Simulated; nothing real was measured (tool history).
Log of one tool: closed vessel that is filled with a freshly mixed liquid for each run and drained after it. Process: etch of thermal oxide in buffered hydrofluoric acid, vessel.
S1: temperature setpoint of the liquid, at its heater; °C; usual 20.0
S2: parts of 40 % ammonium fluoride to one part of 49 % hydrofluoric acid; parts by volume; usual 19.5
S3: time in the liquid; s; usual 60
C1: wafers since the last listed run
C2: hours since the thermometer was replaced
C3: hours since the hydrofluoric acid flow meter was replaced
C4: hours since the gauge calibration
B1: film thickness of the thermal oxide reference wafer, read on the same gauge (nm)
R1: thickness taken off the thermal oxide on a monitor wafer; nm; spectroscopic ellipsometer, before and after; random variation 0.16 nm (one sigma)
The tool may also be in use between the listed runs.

run    hour    S1    S2  S3     C1      C2     C3      C4     B1     R1
  1     0.0  20.0  19.5  60      0   218.2  686.7  1555.1  70.02  29.92
      145.4  -- hydrofluoric acid flow meter replaced
  2   157.8  20.0  19.5  60  13847   376.0   12.4  1712.9  69.95  28.30
  3   183.9  20.0  19.5  60   2304   402.1   38.5  1739.0  70.02  28.09
  4   225.0  20.0  19.5  60   3629   443.2   79.6  1780.1  69.97  28.52
  5   261.5  20.0  19.5  60   3223   479.7  116.1  1816.6  70.00  28.29
  6   315.4  20.0  19.5  60   4759   533.6  170.0  1870.5  70.01  28.59
      338.0  -- gauge calibrated
  7   366.2  20.0  19.5  60   4486   584.4  220.8    28.2  70.00  28.32
  8   436.3  20.0  19.5  60   6190   654.5  290.9    98.3  70.03  28.58
  9   480.5  21.5  17.0  80   3903   698.7  335.1   142.5  69.98  47.63
 10   539.1  25.0  24.5  50   5175   757.3  393.7   201.1  70.00  26.57
 11   587.5  20.0  19.5  40   4274   805.7  442.1   249.5  70.05  19.11
 12   619.1  18.0  12.5  50   2790   837.3  473.7   281.1  69.99  33.23
 13   665.3  21.5  12.0  95   4079   883.5  519.9   327.3  70.00  78.73
 14   708.5  23.5  11.5  60   3815   926.7  563.1   370.5  70.03  58.65
 15   750.3  20.0  24.0  50   3691   968.5  604.9   412.3  70.03  20.16
 16   805.5  20.0  13.0  60   4874  1023.7  660.1   467.5  70.03  43.11
 17   849.1  18.0  25.0  60   3850  1067.3  703.7   511.1  70.02  20.93
 18   900.3  20.0  15.0  35   4521  1118.5  754.9   562.3  70.00  21.78
      946.5  -- hydrofluoric acid flow meter replaced
      958.6  -- thermometer replaced
 19   960.3  20.0  24.0  50   5122     1.7   13.8   622.3  70.04  20.93
 20   986.5  22.5  19.5  60   2313    27.9   40.0   648.5  70.03  33.49
 21  1055.2  20.0  14.5  60   6066    96.6  108.7   717.2  69.98  38.36
 22  1261.8  20.0  19.5  60  18245   303.2  315.3   923.8  70.00  29.08
 23  1289.8  18.0  17.0  50   2472   331.2  343.3   951.8  69.95  24.85
 24  1355.3  17.0  14.0  30   5784   396.7  408.8  1017.3  70.03  17.07
 25  1383.6  20.0  19.5  60   2499   425.0  437.1  1045.6  69.97  29.08
 26  1412.4  20.0  19.5  60   2543   453.8  465.9  1074.4  69.99  29.36
 27  1444.3  20.0  26.5  80   2817   485.7  497.8  1106.3  69.97  30.73
 28  1468.9  20.0  19.5  60   2172   510.3  522.4  1130.9  70.00  29.02
 29  1511.1  20.0  19.5  60   3726   552.5  564.6  1173.1  70.00  29.25
 30  1553.1  20.0  19.5  60   3709   594.5  606.6  1215.1  70.01  29.36
     1587.6  -- hydrofluoric acid flow meter replaced
 31  1596.9  20.0  22.5  60   3779   638.3    9.3  1258.9  70.02  25.03
 32  1668.3  20.0  15.0  90   6305   709.7   80.7  1330.3  69.99  54.51

How the hidden state differs across the entries between the runs, from the last listed run before each to the first after it:
Between runs 1 and 2: hydrofluoric acid flow meter replaced (hour 145.4)
  liquid colder than its thermometer reads (K): 0.329 -> 0.481; hydrofluoric acid flow above the setpoint (%): 4.67 -> 0.827
  measured less the result without the state, R1: +0.78 -> -0.54 nm
Between runs 6 and 7: gauge calibrated (hour 338.0)
  liquid colder than its thermometer reads (K): 0.632 -> 0.681; hydrofluoric acid flow above the setpoint (%): 1.89 -> 2.23
  measured less the result without the state, R1: -0.49 -> -0.47 nm
Between runs 18 and 19: hydrofluoric acid flow meter replaced (hour 946.5); thermometer replaced (hour 958.6)
  liquid colder than its thermometer reads (K): 1.19 -> 0.066; hydrofluoric acid flow above the setpoint (%): 5.82 -> 0.6
  measured less the result without the state, R1: -0.25 -> +0.00 nm
Between runs 30 and 31: hydrofluoric acid flow meter replaced (hour 1587.6)
  liquid colder than its thermometer reads (K): 0.636 -> 0.678; hydrofluoric acid flow above the setpoint (%): 4.59 -> 0.347
  measured less the result without the state, R1: +0.24 -> -0.92 nm
